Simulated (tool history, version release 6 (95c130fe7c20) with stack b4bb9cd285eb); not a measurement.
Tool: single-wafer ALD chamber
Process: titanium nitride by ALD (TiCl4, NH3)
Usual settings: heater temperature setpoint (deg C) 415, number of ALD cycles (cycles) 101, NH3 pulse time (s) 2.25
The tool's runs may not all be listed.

run	hour	heater temperature setpoint (deg C)	number of ALD cycles (cycles)	NH3 pulse time (s)	read-back reference wafer on the same gauge, thickness_nm	mean film thickness on the monitor wafer (nm)
1	0.0	415	101	2.25	2.720	2.305
2	71.1	415	101	2.25	2.719	2.305
3	135.0	415	101	2.25	2.721	2.297
4	237.7	415	101	2.25	2.717	2.296
# hour 282.1: showerhead replaced
5	282.6	415	101	2.25	2.719	2.299
6	367.6	415	101	2.25	2.720	2.307
# hour 451.5: gauge calibrated
7	471.3	415	101	2.25	2.718	2.300
8	540.2	406	119	2.25	2.718	2.697
9	618.6	415	101	2.25	2.720	2.299
# hour 631.7: thermocouple changed; heater temperature recalibrated
10	671.6	403	101	2.25	2.718	2.295
11	708.3	421	94	2.25	2.720	2.144

The next listed run, before its measurement:
12	757.8	415	101	1.78	?	?

read-back reference wafer on the same gauge, thickness_nm: 2.718
mean film thickness on the monitor wafer (nm): 2.294
Without the tool's hidden state the same run would have given mean film thickness on the monitor wafer (nm) 2.294.

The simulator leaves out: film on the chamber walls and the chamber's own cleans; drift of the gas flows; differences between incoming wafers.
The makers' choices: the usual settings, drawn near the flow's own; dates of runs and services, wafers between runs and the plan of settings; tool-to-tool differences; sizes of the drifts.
